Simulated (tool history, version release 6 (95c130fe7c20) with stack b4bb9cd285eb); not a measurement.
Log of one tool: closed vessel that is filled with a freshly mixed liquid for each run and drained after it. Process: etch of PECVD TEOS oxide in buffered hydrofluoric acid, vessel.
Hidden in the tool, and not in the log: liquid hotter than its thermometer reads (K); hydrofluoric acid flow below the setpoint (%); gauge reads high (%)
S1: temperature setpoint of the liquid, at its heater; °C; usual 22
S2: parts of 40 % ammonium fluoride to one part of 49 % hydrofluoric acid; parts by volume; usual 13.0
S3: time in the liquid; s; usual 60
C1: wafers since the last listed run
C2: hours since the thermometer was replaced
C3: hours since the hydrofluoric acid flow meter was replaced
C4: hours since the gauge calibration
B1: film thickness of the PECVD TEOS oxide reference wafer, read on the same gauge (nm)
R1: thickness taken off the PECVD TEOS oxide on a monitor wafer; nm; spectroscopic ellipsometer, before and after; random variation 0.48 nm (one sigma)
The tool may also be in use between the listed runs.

{"run": 1, "hour": 0.0, "S1": 22, "S2": 13.0, "S3": 60, "C1": 0, "C2": 2500.7, "C3": 1885.8, "C4": 329.0, "B1": 30.01, "R1": 52.2}
{"run": 2, "hour": 25.6, "S1": 22, "S2": 13.0, "S3": 60, "C1": 3113, "C2": 2526.3, "C3": 1911.4, "C4": 354.6, "B1": 29.99, "R1": 51.86}
{"hour": 26.0, "done": "gauge calibrated"}
{"run": 3, "hour": 48.1, "S1": 22, "S2": 13.0, "S3": 60, "C1": 2736, "C2": 2548.8, "C3": 1933.9, "C4": 22.1, "B1": 30.01, "R1": 51.26}
{"run": 4, "hour": 83.0, "S1": 22, "S2": 16.0, "S3": 40, "C1": 4243, "C2": 2583.7, "C3": 1968.8, "C4": 57.0, "B1": 29.99, "R1": 27.75}
{"run": 5, "hour": 103.8, "S1": 22, "S2": 13.0, "S3": 60, "C1": 2529, "C2": 2604.5, "C3": 1989.6, "C4": 77.8, "B1": 30.0, "R1": 52.25}
{"run": 6, "hour": 118.2, "S1": 22, "S2": 13.0, "S3": 60, "C1": 1751, "C2": 2618.9, "C3": 2004.0, "C4": 92.2, "B1": 30.0, "R1": 52.12}
{"run": 7, "hour": 143.7, "S1": 22, "S2": 13.0, "S3": 40, "C1": 3100, "C2": 2644.4, "C3": 2029.5, "C4": 117.7, "B1": 30.0, "R1": 33.88}
{"run": 8, "hour": 160.5, "S1": 22, "S2": 13.0, "S3": 40, "C1": 2042, "C2": 2661.2, "C3": 2046.3, "C4": 134.5, "B1": 30.0, "R1": 34.52}
{"run": 9, "hour": 178.6, "S1": 22, "S2": 13.0, "S3": 60, "C1": 2201, "C2": 2679.3, "C3": 2064.4, "C4": 152.6, "B1": 30.01, "R1": 51.21}
{"run": 10, "hour": 208.0, "S1": 22, "S2": 13.0, "S3": 60, "C1": 3575, "C2": 2708.7, "C3": 2093.8, "C4": 182.0, "B1": 29.97, "R1": 51.46}
{"run": 11, "hour": 221.1, "S1": 22, "S2": 13.0, "S3": 60, "C1": 1593, "C2": 2721.8, "C3": 2106.9, "C4": 195.1, "B1": 30.01, "R1": 51.69}
{"run": 12, "hour": 241.9, "S1": 22, "S2": 13.0, "S3": 80, "C1": 2529, "C2": 2742.6, "C3": 2127.7, "C4": 215.9, "B1": 30.0, "R1": 70.15}
{"hour": 252.4, "done": "thermometer replaced"}
{"run": 13, "hour": 256.1, "S1": 27, "S2": 13.0, "S3": 60, "C1": 1605, "C2": 3.7, "C3": 2141.9, "C4": 230.1, "B1": 30.0, "R1": 67.33}

Forecast run 14:
{"hour": 270.4, "done": "hydrofluoric acid flow meter replaced"}
{"run": 14, "hour": 291.2, "S1": 24, "S2": 15.5, "S3": 90, "C1": 4146, "C2": 38.8, "C3": 20.8, "C4": 265.2, "B1": "?", "R1": "?"}

Run 14 gave B1 30.00, R1 72.49 nm.
Without the tool's hidden state the same run would have given R1 72.49 nm.

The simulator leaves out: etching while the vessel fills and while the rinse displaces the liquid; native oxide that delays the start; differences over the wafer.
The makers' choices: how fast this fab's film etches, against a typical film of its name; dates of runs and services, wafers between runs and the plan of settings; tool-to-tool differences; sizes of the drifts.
